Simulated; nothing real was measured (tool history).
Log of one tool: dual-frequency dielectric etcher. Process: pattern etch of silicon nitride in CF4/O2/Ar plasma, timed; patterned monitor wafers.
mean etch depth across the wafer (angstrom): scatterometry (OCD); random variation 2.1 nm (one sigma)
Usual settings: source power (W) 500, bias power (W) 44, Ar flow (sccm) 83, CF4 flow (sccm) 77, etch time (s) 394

run,day,source power (W),bias power (W),Ar flow (sccm),CF4 flow (sccm),etch time (s),wafers since the last listed run,hours since the last wet clean,hours since the last source power generator calibration,hours since the last bias power generator calibration,hours since the last Ar flow controller change,hours since the last CF4 flow controller change,hours since the last upper electrode change,hours since the gauge calibration,"read-back reference wafer on the same gauge, depth_nm",mean etch depth across the wafer (angstrom)
1,0,500,44,76,77,394,0,280,2780.6,1226.7,152,281.1,190.6,924.8,537.8,6686
2,1.3,500,44,100,77,439.5,168,311.2,2811.8,1257.9,183.2,312.3,221.8,956,537.2,7062
# day 4.117: source power generator calibrated
3,5.525,500,44,83,77,394,527,412.6,33.8,1359.3,284.6,413.7,323.2,1057.4,535.1,6499
4,6.279,500,44,83,77,394,97,430.7,51.9,1377.4,302.7,431.8,341.3,1075.5,534.5,6530
5,6.896,500,44,90,77,394,80,445.5,66.7,1392.2,317.5,446.6,356.1,1090.3,534,6407
6,7.579,500,44,83,77,394,88,461.9,83.1,1408.6,333.9,463,372.5,1106.7,533.5,6487
7,9.046,500,44,69,59,473,190,497.1,118.3,1443.8,369.1,498.2,407.7,1141.9,533.1,7889
8,10,550,40,92,77,394,123,520,141.2,1466.7,392,521.1,430.6,1164.8,532,6626
# day 10.842: gauge calibrated
# day 10.975: bias power generator calibrated
9,10.996,500,50,83,77,455,107,543.9,165.1,0.5,415.9,545,454.5,3.7,546.9,8064
10,11.421,500,44,65,77,394,55,554.1,175.3,10.7,426.1,555.2,464.7,13.9,546.6,6930
# day 12.779: wet clean of the chamber
11,12.871,500,44,97,63,394,58,2.2,210.1,45.5,460.9,590,499.5,48.7,546.6,6401
12,14.162,500,44,83,70,394,167,33.2,241.1,76.5,491.9,621,530.5,79.7,546.5,6596
13,15.525,460,44,71,77,394,176,65.9,273.8,109.2,524.6,653.7,563.2,112.4,546.6,6365
14,16.875,500,44,83,77,394,175,98.3,306.2,141.6,557,686.1,595.6,144.8,546.2,6622
15,18.358,500,44,83,77,394,192,133.9,341.8,177.2,592.6,721.7,631.2,180.4,546.3,6655
16,19.812,620,44,72,77,394,188,168.8,376.7,212.1,627.5,756.6,666.1,215.3,546.1,8197
17,20.796,500,44,83,77,394,127,192.4,400.3,235.7,651.1,780.2,689.7,238.9,546,6628
18,22.171,500,44,83,87,394,178,225.4,433.3,268.7,684.1,813.2,722.7,271.9,545.3,6704
19,23.233,450,44,94,77,394,138,250.9,458.8,294.2,709.6,838.7,748.2,297.4,545.5,5965
20,23.804,500,44,83,77,394,74,264.6,472.5,307.9,723.3,852.4,761.9,311.1,545.7,6654
21,24.912,500,49,72,93,394,143,291.2,499.1,334.5,749.9,879,788.5,337.7,545.5,7202
22,26.238,500,44,90,77,394,172,323,530.9,366.3,781.7,910.8,820.3,369.5,544.9,6558

Measured less the same run without the tool's hidden state. The same run-to-run variation is in both; the gauge's scatter may not be:
The hidden state here: etch rate over this chamber's usual, %; source power that arrives over what is set, %; bias power that arrives over what is set, %; Ar flow that arrives over what is set, %; CF4 flow that arrives over what is set, %; gauge reads high (%).
run,mean etch depth across the wafer (angstrom)
1,-116
2,-131
3,-148
4,-154
5,-156
6,-164
7,-211
8,-186
9,-6
10,-5
11,-6
12,-6
13,-6
14,-8
15,-10
16,-14
17,-13
18,-16
19,-15
20,-18
21,-23
22,-24
